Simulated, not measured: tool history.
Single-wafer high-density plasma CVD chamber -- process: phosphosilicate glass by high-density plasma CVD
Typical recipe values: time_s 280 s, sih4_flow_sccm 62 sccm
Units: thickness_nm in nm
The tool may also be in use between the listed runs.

run	hour	time_s	sih4_flow_sccm	wafers since the last listed run	hours since the silane flow controller was replaced	hours since the gauge calibration	read-back reference wafer on the same gauge, thickness_nm	thickness_nm
1	0.0	280	71	0	1369.0	103.2	1618.925	2062.977
2	10.5	280	71	44	1379.5	113.7	1619.687	2054.230
3	20.1	280	62	40	1389.1	123.3	1619.250	1831.355
4	26.6	280	62	27	1395.6	129.8	1618.891	1817.006
5	42.6	280	62	67	1411.6	145.8	1620.198	1828.594
6	54.3	265	68	49	1423.3	157.5	1620.079	1890.194
7	67.3	307	62	54	1436.3	170.5	1620.608	2002.548
8	81.6	307	55	60	1450.6	184.8	1620.796	1784.701
9	93.3	307	55	49	1462.3	196.5	1619.706	1791.578
10	103.6	280	62	43	1472.6	206.8	1620.204	1828.272
11	115.6	280	62	50	1484.6	218.8	1620.580	1820.353
12	127.1	280	62	48	1496.1	230.3	1620.170	1844.067
# hour 131.4: gauge calibrated
13	141.3	244	74	59	1510.3	9.9	1621.217	1871.588
14	149.0	280	62	32	1518.0	17.6	1620.045	1836.039
15	159.2	227	74	43	1528.2	27.8	1620.464	1750.461
16	174.0	231	57	62	1543.0	42.6	1618.773	1386.065
17	207.1	280	62	139	1576.1	75.7	1620.180	1816.966
18	218.3	330	62	47	1587.3	86.9	1620.403	2156.193

What will run 19 give?
# hour 230.9: silane flow controller replaced
19	232.2	315	74	24	1.3	100.8	?	?

Run 19 measured read-back reference wafer on the same gauge, thickness_nm 1620.687, thickness_nm 2422.365 nm.
With the hidden condition absent and the run-to-run variation left alone, this run would have shown thickness_nm 2422.365 nm.

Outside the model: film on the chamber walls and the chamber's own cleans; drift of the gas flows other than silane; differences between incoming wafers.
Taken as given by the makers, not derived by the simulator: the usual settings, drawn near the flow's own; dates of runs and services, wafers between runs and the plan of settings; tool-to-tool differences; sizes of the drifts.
